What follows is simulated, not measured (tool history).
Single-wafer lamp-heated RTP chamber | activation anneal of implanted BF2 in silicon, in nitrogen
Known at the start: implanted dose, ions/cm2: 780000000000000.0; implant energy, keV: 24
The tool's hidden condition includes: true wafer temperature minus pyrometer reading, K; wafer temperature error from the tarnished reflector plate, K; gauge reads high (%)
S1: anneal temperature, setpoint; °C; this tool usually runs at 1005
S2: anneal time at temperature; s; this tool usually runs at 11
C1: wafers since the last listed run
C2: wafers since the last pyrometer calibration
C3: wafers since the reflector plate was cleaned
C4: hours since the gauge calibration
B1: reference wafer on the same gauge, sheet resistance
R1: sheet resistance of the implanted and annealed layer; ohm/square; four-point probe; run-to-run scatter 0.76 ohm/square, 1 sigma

run 1 day=0 | S1=1005 S2=11 | C1=0 C2=4263 C3=4367 C4=1037.1 | B1=212.01 | R1=203.39
run 2 day=1.567 | S1=989 S2=11 | C1=382 C2=4645 C3=4749 C4=1074.7 | B1=212.03 | R1=216.84
run 3 day=2.883 | S1=1005 S2=11 | C1=321 C2=4967 C3=5071 C4=1106.3 | B1=212.06 | R1=203.51
run 4 day=5.421 | S1=1005 S2=11 | C1=619 C2=5586 C3=5690 C4=1167.2 | B1=212.02 | R1=204.57
run 5 day=8.167 | S1=1005 S2=11 | C1=670 C2=6257 C3=6360 C4=1233.1 | B1=211.93 | R1=202.83
run 6 day=11.062 | S1=1005 S2=10 | C1=707 C2=6964 C3=7067 C4=1302.6 | B1=212.38 | R1=205.97
run 7 day=12.592 | S1=1005 S2=13 | C1=373 C2=7337 C3=7441 C4=1339.3 | B1=212.2 | R1=201.71
-- day=14.05 pyrometer window cleaned and pyrometer calibrated
run 8 day=14.35 | S1=1005 S2=13 | C1=347 C2=73 C3=7789 C4=1381.5 | B1=211.91 | R1=200.73
run 9 day=16.667 | S1=1005 S2=15 | C1=565 C2=638 C3=8354 C4=1437.1 | B1=211.81 | R1=198.05
run 10 day=19.371 | S1=1005 S2=15 | C1=660 C2=1299 C3=9015 C4=1502 | B1=211.68 | R1=198.57
run 11 day=20.571 | S1=1005 S2=15 | C1=292 C2=1592 C3=9307 C4=1530.8 | B1=212.17 | R1=198.03
run 12 day=22.871 | S1=1005 S2=11 | C1=561 C2=2153 C3=9869 C4=1586 | B1=212.08 | R1=202.45
run 13 day=24.421 | S1=1005 S2=11 | C1=378 C2=2532 C3=10247 C4=1623.2 | B1=212.52 | R1=202.32
run 14 day=25.954 | S1=1005 S2=11 | C1=374 C2=2906 C3=10622 C4=1660 | B1=211.88 | R1=203.02
run 15 day=27.067 | S1=1015 S2=14 | C1=271 C2=3178 C3=10893 C4=1686.7 | B1=211.88 | R1=191.35
-- day=27.4 gauge calibrated
run 16 day=29.088 | S1=1005 S2=8 | C1=493 C2=3671 C3=11387 C4=40.5 | B1=212.19 | R1=206.54
run 17 day=30.238 | S1=1005 S2=7 | C1=280 C2=3952 C3=11668 C4=68.1 | B1=211.52 | R1=209.17
run 18 day=33.004 | S1=1005 S2=11 | C1=675 C2=4627 C3=12343 C4=134.5 | B1=211.93 | R1=201.75
run 19 day=35.729 | S1=1020 S2=11 | C1=665 C2=5292 C3=13008 C4=199.9 | B1=211.93 | R1=191.72
run 20 day=37.571 | S1=1005 S2=11 | C1=449 C2=5742 C3=13458 C4=244.1 | B1=212.02 | R1=202.8
-- day=39.225 reflector plate cleaned
run 21 day=39.246 | S1=1005 S2=16 | C1=327 C2=6070 C3=4 C4=284.3 | B1=211.71 | R1=197.41
run 22 day=41.033 | S1=1020 S2=9 | C1=436 C2=6506 C3=441 C4=327.2 | B1=211.96 | R1=196.07
-- day=41.417 pyrometer window cleaned and pyrometer calibrated
run 23 day=42.496 | S1=1005 S2=5 | C1=275 C2=263 C3=717 C4=362.3 | B1=211.84 | R1=213.07
run 24 day=44.167 | S1=990 S2=17 | C1=407 C2=671 C3=1124 C4=402.4 | B1=211.72 | R1=210.38
run 25 day=47.167 | S1=1022 S2=16 | C1=732 C2=1403 C3=1857 C4=474.4 | B1=211.99 | R1=186.39
run 26 day=48.196 | S1=991 S2=11 | C1=251 C2=1654 C3=2108 C4=499.1 | B1=211.83 | R1=214.7
run 27 day=50.475 | S1=1022 S2=11 | C1=556 C2=2211 C3=2665 C4=553.8 | B1=211.97 | R1=191.56
run 28 day=51.671 | S1=1031 S2=16 | C1=291 C2=2503 C3=2957 C4=582.5 | B1=211.96 | R1=180.81
run 29 day=60.438 | S1=1005 S2=8 | C1=2140 C2=4643 C3=5097 C4=792.9 | B1=212.13 | R1=208.1

Across each entry between runs, compare the hidden state at the last listed run before it with the hidden state at the first listed run after it:
Runs 7 to 8: pyrometer window cleaned and pyrometer calibrated (day 14.05)
  no hidden state differs between the two runs
Runs 15 to 16: gauge calibrated (day 27.4)
  no hidden state differs between the two runs
Runs 20 to 21: reflector plate cleaned (day 39.225)
  no hidden state differs between the two runs
Runs 22 to 23: pyrometer window cleaned and pyrometer calibrated (day 41.417)
  no hidden state differs between the two runs
